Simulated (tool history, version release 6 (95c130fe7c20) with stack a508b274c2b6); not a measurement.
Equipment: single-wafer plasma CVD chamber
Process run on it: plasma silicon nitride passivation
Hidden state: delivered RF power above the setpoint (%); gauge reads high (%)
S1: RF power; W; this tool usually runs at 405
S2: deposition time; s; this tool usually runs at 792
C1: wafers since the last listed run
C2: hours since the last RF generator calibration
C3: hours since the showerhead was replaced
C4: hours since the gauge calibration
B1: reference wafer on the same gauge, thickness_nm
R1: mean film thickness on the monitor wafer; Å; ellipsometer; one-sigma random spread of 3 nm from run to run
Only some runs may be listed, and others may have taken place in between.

| run | hour | S1 | S2 | C1 | C2 | C3 | C4 | B1 | R1 |
|---|---|---|---|---|---|---|---|---|---|
| 1 | 0.0 | 405 | 792 | 0 | 372.2 | 5547.5 | 1389.5 | 1419.920 | 12239.84 |
| 2 | 104.1 | 405 | 792 | 356 | 476.3 | 5651.6 | 1493.6 | 1421.321 | 12210.03 |
|  | 153.2 | gauge calibrated |
| 3 | 170.3 | 405 | 792 | 226 | 542.5 | 5717.8 | 17.1 | 1418.653 | 12158.35 |
| 4 | 253.2 | 405 | 792 | 283 | 625.4 | 5800.7 | 100.0 | 1420.436 | 12172.29 |
| 5 | 339.9 | 405 | 792 | 296 | 712.1 | 5887.4 | 186.7 | 1420.558 | 12142.27 |
| 6 | 417.3 | 465 | 792 | 264 | 789.5 | 5964.8 | 264.1 | 1419.864 | 12784.60 |
| 7 | 456.9 | 435 | 792 | 135 | 829.1 | 6004.4 | 303.7 | 1419.699 | 12429.64 |
| 8 | 529.1 | 435 | 792 | 246 | 901.3 | 6076.6 | 375.9 | 1420.190 | 12438.08 |
| 9 | 610.2 | 435 | 792 | 277 | 982.4 | 6157.7 | 457.0 | 1420.380 | 12460.80 |
| 10 | 682.5 | 405 | 792 | 247 | 1054.7 | 6230.0 | 529.3 | 1418.653 | 12103.20 |
| 11 | 788.3 | 405 | 792 | 361 | 1160.5 | 6335.8 | 635.1 | 1419.374 | 12124.85 |
| 12 | 860.7 | 405 | 792 | 247 | 1232.9 | 6408.2 | 707.5 | 1420.370 | 12063.02 |
| 13 | 914.5 | 405 | 792 | 184 | 1286.7 | 6462.0 | 761.3 | 1420.316 | 12098.18 |
| 14 | 1010.6 | 405 | 792 | 328 | 1382.8 | 6558.1 | 857.4 | 1419.203 | 12071.36 |
| 15 | 1089.4 | 405 | 792 | 269 | 1461.6 | 6636.9 | 936.2 | 1419.996 | 12037.17 |
| 16 | 1178.1 | 405 | 792 | 303 | 1550.3 | 6725.6 | 1024.9 | 1420.103 | 11995.47 |
| 17 | 1259.0 | 405 | 792 | 276 | 1631.2 | 6806.5 | 1105.8 | 1419.076 | 11973.53 |
| 18 | 1315.3 | 405 | 792 | 192 | 1687.5 | 6862.8 | 1162.1 | 1419.905 | 11973.79 |
| 19 | 1381.0 | 405 | 792 | 224 | 1753.2 | 6928.5 | 1227.8 | 1420.392 | 11958.68 |
| 20 | 1463.1 | 330 | 668 | 280 | 1835.3 | 7010.6 | 1309.9 | 1420.930 | 9358.99 |
| 21 | 1553.9 | 455 | 864 | 310 | 1926.1 | 7101.4 | 1400.7 | 1419.320 | 13521.29 |
| 22 | 1611.9 | 405 | 844 | 198 | 1984.1 | 7159.4 | 1458.7 | 1419.707 | 12702.26 |
| 23 | 1670.9 | 480 | 833 | 201 | 2043.1 | 7218.4 | 1517.7 | 1420.021 | 13355.74 |
| 24 | 1768.1 | 405 | 841 | 332 | 2140.3 | 7315.6 | 1614.9 | 1420.110 | 12633.86 |
| 25 | 1868.3 | 405 | 792 | 342 | 2240.5 | 7415.8 | 1715.1 | 1419.358 | 11919.49 |
|  | 1883.4 | gauge calibrated |
| 26 | 1930.7 | 475 | 635 | 213 | 2302.9 | 7478.2 | 47.3 | 1420.088 | 10092.52 |
|  | 1948.5 | showerhead replaced |
|  | 2016.1 | RF generator calibrated |
| 27 | 2016.6 | 440 | 893 | 239 | 0.5 | 68.1 | 133.2 | 1419.497 | 14250.99 |
| 28 | 2063.9 | 455 | 864 | 161 | 47.8 | 115.4 | 180.5 | 1420.004 | 13977.17 |
| 29 | 2109.1 | 365 | 792 | 154 | 93.0 | 160.6 | 225.7 | 1420.002 | 11830.31 |
| 30 | 2195.3 | 405 | 792 | 294 | 179.2 | 246.8 | 311.9 | 1420.263 | 12293.59 |
| 31 | 2232.8 | 485 | 725 | 128 | 216.7 | 284.3 | 349.4 | 1420.113 | 12027.70 |
| 32 | 2312.4 | 405 | 792 | 272 | 296.3 | 363.9 | 429.0 | 1420.055 | 12288.44 |
| 33 | 2370.7 | 375 | 852 | 199 | 354.6 | 422.2 | 487.3 | 1419.930 | 12812.81 |
| 34 | 2443.6 | 335 | 870 | 249 | 427.5 | 495.1 | 560.2 | 1420.844 | 12564.38 |
| 35 | 2490.5 | 405 | 792 | 160 | 474.4 | 542.0 | 607.1 | 1419.435 | 12219.34 |
| 36 | 2590.5 | 475 | 792 | 342 | 574.4 | 642.0 | 707.1 | 1420.300 | 12939.01 |

For each entry between runs, how does the tool's hidden state at the last listed run before it compare with that at the first listed run after it?
Between runs 2 and 3: gauge calibrated (hour 153.2)
  delivered RF power above the setpoint (%): -2.39 -> -2.63
  what was measured, less what the result would be without the hidden state, R1: -110.24 -> -120.74 Å
Between runs 25 and 26: gauge calibrated (hour 1883.4)
  delivered RF power above the setpoint (%): -8.63 -> -8.85
  what was measured, less what the result would be without the hidden state, R1: -409.13 -> -355.97 Å
Between runs 26 and 27: showerhead replaced (hour 1948.5); RF generator calibrated (hour 2016.1)
  delivered RF power above the setpoint (%): -8.85 -> -0.0139
  what was measured, less what the result would be without the hidden state, R1: -355.97 -> -0.73 Å
